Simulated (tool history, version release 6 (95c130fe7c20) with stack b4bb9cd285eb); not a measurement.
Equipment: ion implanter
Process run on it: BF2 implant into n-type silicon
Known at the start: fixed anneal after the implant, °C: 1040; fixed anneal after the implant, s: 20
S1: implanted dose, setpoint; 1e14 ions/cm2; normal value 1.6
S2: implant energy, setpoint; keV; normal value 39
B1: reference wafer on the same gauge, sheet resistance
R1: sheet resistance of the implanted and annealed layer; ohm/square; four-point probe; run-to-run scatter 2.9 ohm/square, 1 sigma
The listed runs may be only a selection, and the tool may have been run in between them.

| run | day | S1 | S2 | B1 | R1 |
|---|---|---|---|---|---|
| 1 | 0 | 1.6 | 39 | 662.5 | 651.33 |
| 2 | 1.992 | 1.6 | 39 | 662.91 | 653.48 |
| 3 | 3.125 | 1.6 | 39 | 661.93 | 654.5 |
| 4 | 4.929 | 1.6 | 39 | 662.37 | 653.94 |
| 5 | 11.929 | 1.6 | 39 | 661.31 | 653.8 |
| 6 | 14.346 | 1.6 | 39 | 662.14 | 653.16 |
| 7 | 16.029 | 1.98 | 39 | 662.29 | 548.87 |
| 8 | 17.796 | 1.98 | 39 | 662.21 | 553.2 |
| 9 | 19.862 | 1.6 | 36 | 661.94 | 665.63 |
| 10 | 22.8 | 1.95 | 39 | 663.78 | 559.52 |
| 11 | 25.546 | 1.95 | 39 | 662.28 | 558.75 |
| 12 | 27.767 | 1.6 | 31 | 663.02 | 682.52 |
| 13 | 29.25 | 2.02 | 45.5 | 661.72 | 533.81 |
| 14 | 30.908 | 1.6 | 39 | 661.44 | 656.11 |
|  | 34.908 | gauge calibrated |
| 15 | 37.838 | 1.95 | 39 | 662.12 | 561.04 |
|  | 39.929 | Faraday cup replaced and dose calibrated |
| 16 | 40.617 | 1.6 | 35.5 | 662.29 | 644.44 |
|  | 41.921 | extraction supply calibrated |
| 17 | 42.171 | 1.6 | 27 | 662.68 | 666.4 |
| 18 | 43.279 | 1.78 | 33.5 | 661.38 | 599.52 |
| 19 | 44.608 | 1.6 | 39 | 662.14 | 636.62 |
| 20 | 47.217 | 1.98 | 39 | 662.58 | 536.79 |
| 21 | 50.096 | 1.6 | 29 | 661.25 | 662.93 |
| 22 | 53.071 | 1.16 | 42.5 | 660.99 | 833.24 |

Here are 5 independent what-if runs from the current tool condition. What would each one return?
| A | 53.088 | 1.6 | 35 | ? | ? |
| B | 53.088 | 1.99 | 27 | ? | ? |
| C | 53.088 | 1.97 | 43 | ? | ? |
| D | 53.088 | 1.45 | 30.5 | ? | ? |
| E | 53.088 | 1.87 | 42.5 | ? | ? |

| run | B1 | R1 |
|---|---|---|
| A | 661.19 | 652.53 |
| B | 661.19 | 560.98 |
| C | 661.19 | 536.28 |
| D | 661.19 | 719.54 |
| E | 661.19 | 560.66 |
Stripped of hidden state, with their random variation kept, the same runs would have yielded:
| run | R1 |
|---|---|
| A | 649.42 |
| B | 558.26 |
| C | 533.71 |
| D | 716.11 |
| E | 557.98 |
